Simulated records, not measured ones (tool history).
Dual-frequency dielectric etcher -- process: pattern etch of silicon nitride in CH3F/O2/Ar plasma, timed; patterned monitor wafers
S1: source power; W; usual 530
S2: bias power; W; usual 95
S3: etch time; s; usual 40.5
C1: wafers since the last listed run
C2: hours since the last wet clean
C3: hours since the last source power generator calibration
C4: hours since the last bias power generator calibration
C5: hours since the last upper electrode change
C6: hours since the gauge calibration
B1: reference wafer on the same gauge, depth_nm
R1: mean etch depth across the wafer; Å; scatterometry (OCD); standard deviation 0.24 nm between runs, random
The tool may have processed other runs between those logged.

run 1 day=0.000 | S1=500 S2=109 S3=40.5 | C1=0 C2=323.4 C3=2632.2 C4=2202.0 C5=1564.8 C6=724.1 | B1=32.34 | R1=374.0
-- day=0.279 wet clean of the chamber
run 2 day=1.983 | S1=500 S2=109 S3=40.5 | C1=592 C2=40.9 C3=2679.8 C4=2249.6 C5=1612.4 C6=771.7 | B1=32.28 | R1=354.0
run 3 day=4.292 | S1=530 S2=95 S3=40.5 | C1=801 C2=96.3 C3=2735.2 C4=2305.0 C5=1667.8 C6=827.1 | B1=32.30 | R1=357.6
run 4 day=5.900 | S1=530 S2=95 S3=40.5 | C1=558 C2=134.9 C3=2773.8 C4=2343.6 C5=1706.4 C6=865.7 | B1=32.31 | R1=359.1
run 5 day=7.879 | S1=530 S2=95 S3=40.5 | C1=687 C2=182.4 C3=2821.3 C4=2391.1 C5=1753.9 C6=913.2 | B1=32.30 | R1=359.3
run 6 day=9.321 | S1=530 S2=95 S3=40.5 | C1=500 C2=217.0 C3=2855.9 C4=2425.7 C5=1788.5 C6=947.8 | B1=32.28 | R1=363.8
run 7 day=11.679 | S1=530 S2=95 S3=40.5 | C1=818 C2=273.6 C3=2912.5 C4=2482.3 C5=1845.1 C6=1004.4 | B1=32.32 | R1=366.6
-- day=14.992 wet clean of the chamber
run 8 day=15.012 | S1=580 S2=95 S3=40.5 | C1=810 C2=0.5 C3=2992.5 C4=2562.3 C5=1925.1 C6=1084.4 | B1=32.34 | R1=361.7
run 9 day=16.512 | S1=580 S2=95 S3=40.5 | C1=520 C2=36.5 C3=3028.5 C4=2598.3 C5=1961.1 C6=1120.4 | B1=32.28 | R1=359.7
run 10 day=19.738 | S1=530 S2=95 S3=40.5 | C1=1119 C2=113.9 C3=3105.9 C4=2675.7 C5=2038.5 C6=1197.8 | B1=32.26 | R1=359.0
-- day=22.146 bias power generator calibrated
-- day=22.325 gauge calibrated
run 11 day=22.679 | S1=530 S2=95 S3=40.5 | C1=963 C2=184.5 C3=3176.5 C4=12.8 C5=2109.1 C6=8.5 | B1=32.30 | R1=363.7
run 12 day=25.325 | S1=530 S2=95 S3=40.5 | C1=918 C2=248.0 C3=3240.0 C4=76.3 C5=2172.6 C6=72.0 | B1=32.37 | R1=361.5
run 13 day=26.421 | S1=490 S2=107 S3=44.0 | C1=380 C2=274.3 C3=3266.3 C4=102.6 C5=2198.9 C6=98.3 | B1=32.34 | R1=390.0
-- day=27.242 source power generator calibrated
-- day=29.046 wet clean of the chamber
run 14 day=29.067 | S1=620 S2=81 S3=48.0 | C1=513 C2=0.5 C3=43.8 C4=166.1 C5=2262.4 C6=161.8 | B1=32.30 | R1=417.8
run 15 day=30.067 | S1=450 S2=95 S3=40.5 | C1=347 C2=24.5 C3=67.8 C4=190.1 C5=2286.4 C6=185.8 | B1=32.23 | R1=329.9
run 16 day=31.283 | S1=590 S2=95 S3=40.5 | C1=422 C2=53.7 C3=97.0 C4=219.3 C5=2315.6 C6=215.0 | B1=32.32 | R1=362.8
run 17 day=33.633 | S1=420 S2=95 S3=40.5 | C1=815 C2=110.1 C3=153.4 C4=275.7 C5=2372.0 C6=271.4 | B1=32.27 | R1=323.6
-- day=35.821 upper electrode replaced
run 18 day=36.583 | S1=530 S2=76 S3=33.5 | C1=677 C2=180.9 C3=224.2 C4=346.5 C5=18.3 C6=342.2 | B1=32.29 | R1=282.4
run 19 day=39.550 | S1=530 S2=95 S3=40.5 | C1=1030 C2=252.1 C3=295.4 C4=417.7 C5=89.5 C6=413.4 | B1=32.29 | R1=355.6
run 20 day=41.688 | S1=420 S2=81 S3=40.5 | C1=742 C2=303.4 C3=346.7 C4=469.0 C5=140.8 C6=464.7 | B1=32.31 | R1=316.3
-- day=44.067 wet clean of the chamber
run 21 day=44.088 | S1=620 S2=114 S3=30.0 | C1=486 C2=0.5 C3=404.3 C4=526.6 C5=198.4 C6=522.3 | B1=32.32 | R1=282.7
run 22 day=46.233 | S1=440 S2=81 S3=52.0 | C1=745 C2=52.0 C3=455.8 C4=578.1 C5=249.9 C6=573.8 | B1=32.30 | R1=412.4
run 23 day=49.150 | S1=490 S2=107 S3=44.0 | C1=1012 C2=122.0 C3=525.8 C4=648.1 C5=319.9 C6=643.8 | B1=32.35 | R1=386.5
run 24 day=52.000 | S1=530 S2=95 S3=40.5 | C1=989 C2=190.4 C3=594.2 C4=716.5 C5=388.3 C6=712.2 | B1=32.31 | R1=361.1
run 25 day=54.871 | S1=470 S2=115 S3=45.5 | C1=996 C2=259.3 C3=663.1 C4=785.4 C5=457.2 C6=781.1 | B1=32.30 | R1=402.3

For each run, what was the tool's unlogged condition?
source power that arrives over what is set, %: 0 at every run
bias power that arrives over what is set, %: 0 at every run
gauge reads high (%): 0 at every run
H1: etch rate over this chamber's usual, %
run=1 H1=5.11
run=2 H1=1.11
run=3 H1=1.93
run=4 H1=2.49
run=5 H1=3.19
run=6 H1=3.7
run=7 H1=4.53
run=8 H1=-0.115
run=9 H1=0.415
run=10 H1=1.55
run=11 H1=2.59
run=12 H1=3.53
run=13 H1=3.91
run=14 H1=-1.22
run=15 H1=-0.869
run=16 H1=-0.439
run=17 H1=0.39
run=18 H1=1.43
run=19 H1=2.48
run=20 H1=3.23
run=21 H1=-0.016
run=22 H1=0.742
run=23 H1=1.77
run=24 H1=2.78
run=25 H1=3.79

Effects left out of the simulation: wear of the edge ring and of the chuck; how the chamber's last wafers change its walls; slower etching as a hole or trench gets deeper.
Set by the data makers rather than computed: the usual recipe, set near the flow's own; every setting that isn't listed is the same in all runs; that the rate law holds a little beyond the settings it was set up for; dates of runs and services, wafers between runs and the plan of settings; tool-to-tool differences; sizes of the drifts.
